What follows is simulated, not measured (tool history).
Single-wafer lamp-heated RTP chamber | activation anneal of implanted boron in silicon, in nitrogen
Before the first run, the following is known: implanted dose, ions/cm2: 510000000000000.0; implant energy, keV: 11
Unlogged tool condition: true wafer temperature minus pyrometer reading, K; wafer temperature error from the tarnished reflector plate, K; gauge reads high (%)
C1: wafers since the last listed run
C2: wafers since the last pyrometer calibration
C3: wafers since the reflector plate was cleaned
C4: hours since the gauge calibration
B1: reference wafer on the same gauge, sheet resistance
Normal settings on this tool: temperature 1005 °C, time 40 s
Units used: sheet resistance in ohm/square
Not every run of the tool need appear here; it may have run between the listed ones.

{"run": 1, "hour": 0.0, "temperature": 1005, "time": 29, "C1": 0, "C2": 1110, "C3": 12800, "C4": 53.4, "B1": 197.09, "sheet resistance": 193.83}
{"run": 2, "hour": 9.0, "temperature": 1005, "time": 29, "C1": 78, "C2": 1188, "C3": 12878, "C4": 62.4, "B1": 197.03, "sheet resistance": 194.31}
{"run": 3, "hour": 22.9, "temperature": 1005, "time": 24, "C1": 121, "C2": 1309, "C3": 12999, "C4": 76.3, "B1": 196.97, "sheet resistance": 193.75}
{"run": 4, "hour": 31.5, "temperature": 1005, "time": 40, "C1": 74, "C2": 1384, "C3": 13074, "C4": 84.9, "B1": 197, "sheet resistance": 193}
{"run": 5, "hour": 38.4, "temperature": 1005, "time": 40, "C1": 60, "C2": 1444, "C3": 13134, "C4": 91.8, "B1": 196.98, "sheet resistance": 193.02}
{"run": 6, "hour": 49.7, "temperature": 1005, "time": 40, "C1": 98, "C2": 1543, "C3": 13233, "C4": 103.1, "B1": 197.05, "sheet resistance": 192.87}
{"run": 7, "hour": 61.8, "temperature": 1005, "time": 40, "C1": 105, "C2": 1648, "C3": 13338, "C4": 115.2, "B1": 197, "sheet resistance": 192.78}
{"run": 8, "hour": 74.7, "temperature": 1005, "time": 40, "C1": 112, "C2": 1761, "C3": 13451, "C4": 128.1, "B1": 197.02, "sheet resistance": 193.11}
{"run": 9, "hour": 87.7, "temperature": 1005, "time": 40, "C1": 113, "C2": 1874, "C3": 13564, "C4": 141.1, "B1": 197.01, "sheet resistance": 193.27}
{"hour": 96.7, "done": "reflector plate cleaned"}
{"hour": 99.8, "done": "pyrometer window cleaned and pyrometer calibrated"}
{"run": 10, "hour": 100.3, "temperature": 1005, "time": 51, "C1": 13, "C2": 3, "C3": 3, "C4": 153.7, "B1": 196.93, "sheet resistance": 191.62}
{"run": 11, "hour": 105.5, "temperature": 1005, "time": 40, "C1": 45, "C2": 49, "C3": 49, "C4": 158.9, "B1": 197.02, "sheet resistance": 192.35}
{"run": 12, "hour": 117.1, "temperature": 1029, "time": 54, "C1": 101, "C2": 150, "C3": 150, "C4": 170.5, "B1": 196.94, "sheet resistance": 189.2}
{"run": 13, "hour": 132.1, "temperature": 1005, "time": 50, "C1": 130, "C2": 281, "C3": 281, "C4": 185.5, "B1": 197.11, "sheet resistance": 191.77}
{"run": 14, "hour": 144.8, "temperature": 977, "time": 53, "C1": 110, "C2": 391, "C3": 391, "C4": 198.2, "B1": 196.92, "sheet resistance": 195.56}

What will run 15 give?
{"hour": 147.2, "done": "gauge calibrated"}
{"hour": 161.2, "done": "pyrometer window cleaned and pyrometer calibrated, repeated, since the last time left the tool worse"}
{"run": 15, "hour": 198.7, "temperature": 995, "time": 32, "C1": 399, "C2": 326, "C3": 791, "C4": 51.5, "B1": "?", "sheet resistance": "?"}

{"run 15": {"B1": 197.06, "sheet resistance": 195.62}}
Had the tool carried no hidden state, the very same run would have given sheet resistance 195.94 ohm/square.
